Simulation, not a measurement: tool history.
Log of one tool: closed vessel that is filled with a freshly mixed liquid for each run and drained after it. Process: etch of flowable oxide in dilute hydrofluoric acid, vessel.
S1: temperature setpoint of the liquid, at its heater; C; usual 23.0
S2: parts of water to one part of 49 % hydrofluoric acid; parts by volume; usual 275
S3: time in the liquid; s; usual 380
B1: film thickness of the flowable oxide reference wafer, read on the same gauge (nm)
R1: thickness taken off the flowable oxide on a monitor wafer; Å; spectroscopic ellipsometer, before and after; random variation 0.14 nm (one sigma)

run,hour,S1,S2,S3,B1,R1
1,0.0,23.0,275,380,49.97,325.6
2,40.9,23.0,180,380,50.02,544.8
3,124.8,23.0,275,380,49.99,324.2
# hour 145.5: thermometer replaced
4,204.8,23.0,275,380,50.05,338.4
5,274.4,23.0,275,380,50.02,336.5
6,367.7,23.0,275,530,49.99,465.5
7,444.5,23.0,275,380,50.03,334.4
8,507.7,23.0,275,380,50.05,333.4
9,560.8,23.0,275,380,50.00,331.5
# hour 638.9: hydrofluoric acid flow meter replaced
10,661.2,23.0,275,380,50.05,331.2
# hour 706.5: gauge calibrated
11,738.9,23.0,275,380,50.01,328.8
12,814.6,23.0,275,380,50.00,326.1
13,887.8,23.0,275,380,49.94,324.8
14,941.9,26.0,275,380,49.99,362.8
15,994.6,23.0,385,380,50.00,210.6
16,1043.9,24.5,380,460,49.96,273.1
17,1104.8,23.0,275,380,50.00,324.5
# hour 1140.7: thermometer replaced
18,1166.9,20.5,150,480,50.00,807.5
19,1242.2,23.0,400,500,49.97,271.2
20,1344.2,23.0,275,380,50.02,337.1
21,1422.2,23.0,150,450,49.93,822.0
# hour 1476.4: hydrofluoric acid flow meter replaced
22,1484.4,18.0,275,380,49.96,276.1
23,1583.8,23.0,315,380,49.95,279.9
24,1628.5,21.0,275,510,49.98,412.7
25,1691.4,20.5,230,155,50.05,153.2
26,1765.0,24.5,275,380,50.05,347.4
27,1825.0,23.0,275,590,50.05,512.7
28,1932.0,20.0,275,505,50.03,386.9
29,2005.0,23.0,275,380,50.00,323.3
# hour 2057.3: thermometer replaced
30,2086.8,20.0,345,505,49.99,303.4
31,2132.1,23.0,170,225,49.98,361.4
32,2180.8,23.0,390,380,50.02,214.0

Hidden state or all else? Some run-to-run changes of R1, split into what the settings, what came in and random variation would give without the hidden state, and what is left for the hidden state (with any gauge scatter that isn't in both results):
The hidden state here: liquid colder than its thermometer reads (K); hydrofluoric acid flow above the setpoint (%); gauge reads high (%).
Run 1 -> 2: S2 275 -> 180. R1 +219.2 Å: hidden state -13.3, all else +232.5.
Run 3 -> 4: thermometer replaced. R1 +14.2 Å: hidden state +15.5, all else -1.3.
Run 18 -> 19: S1 20.5 -> 23.0, S2 150 -> 400, S3 480 -> 500. R1 -536.3 Å: hidden state +3.0, all else -539.3.
Run 20 -> 21: S2 275 -> 150, S3 380 -> 450. R1 +484.9 Å: hidden state -12.2, all else +497.1.
Run 21 -> 22: S1 23.0 -> 18.0, S2 150 -> 275, S3 450 -> 380, hydrofluoric acid flow meter replaced. R1 -545.9 Å: hidden state +10.7, all else -556.6.
Run 29 -> 30: S1 23.0 -> 20.0, S2 275 -> 345, S3 380 -> 505, thermometer replaced. R1 -19.9 Å: hidden state +14.4, all else -34.3.

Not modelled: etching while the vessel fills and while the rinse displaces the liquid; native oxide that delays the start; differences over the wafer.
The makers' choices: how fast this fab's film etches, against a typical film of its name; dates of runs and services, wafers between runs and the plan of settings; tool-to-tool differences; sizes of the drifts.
